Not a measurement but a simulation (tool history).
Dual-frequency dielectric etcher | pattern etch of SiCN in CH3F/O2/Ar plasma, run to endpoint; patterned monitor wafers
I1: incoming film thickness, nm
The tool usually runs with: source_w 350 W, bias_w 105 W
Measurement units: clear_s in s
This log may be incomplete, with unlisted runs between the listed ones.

run 1 hour=0.0 | source_w=350 bias_w=105 | I1=10.22 | clear_s=23.2
run 2 hour=6.0 | source_w=350 bias_w=93 | I1=10.23 | clear_s=24.1
run 3 hour=19.2 | source_w=350 bias_w=93 | I1=10.27 | clear_s=24.2
run 4 hour=27.3 | source_w=400 bias_w=105 | I1=10.30 | clear_s=21.7
run 5 hour=40.0 | source_w=350 bias_w=105 | I1=10.40 | clear_s=23.6
run 6 hour=57.6 | source_w=350 bias_w=105 | I1=10.20 | clear_s=23.1
run 7 hour=66.1 | source_w=350 bias_w=105 | I1=10.26 | clear_s=23.0
-- hour=103.3 upper electrode replaced
run 8 hour=103.8 | source_w=350 bias_w=105 | I1=10.37 | clear_s=23.3
run 9 hour=104.2 | source_w=350 bias_w=105 | I1=10.37 | clear_s=23.3
-- hour=139.1 source power generator calibrated
run 10 hour=139.6 | source_w=370 bias_w=84 | I1=10.52 | clear_s=24.9
run 11 hour=149.3 | source_w=370 bias_w=84 | I1=10.24 | clear_s=24.1
run 12 hour=163.9 | source_w=320 bias_w=80 | I1=10.23 | clear_s=26.6
-- hour=216.3 wet clean of the chamber
run 13 hour=216.8 | source_w=350 bias_w=96 | I1=10.25 | clear_s=24.6
-- hour=226.8 bias power generator calibrated
run 14 hour=227.3 | source_w=290 bias_w=90 | I1=10.30 | clear_s=28.5
run 15 hour=233.9 | source_w=350 bias_w=105 | I1=10.18 | clear_s=23.5

Run 16 is up next; what results do you expect?
run 16 hour=247.9 | source_w=330 bias_w=105 | I1=10.30 | clear_s=?

clear_s: 24.9 s
Were there no unlogged condition in the tool, this run, its random variation unchanged, would have produced clear_s 25.0 s.
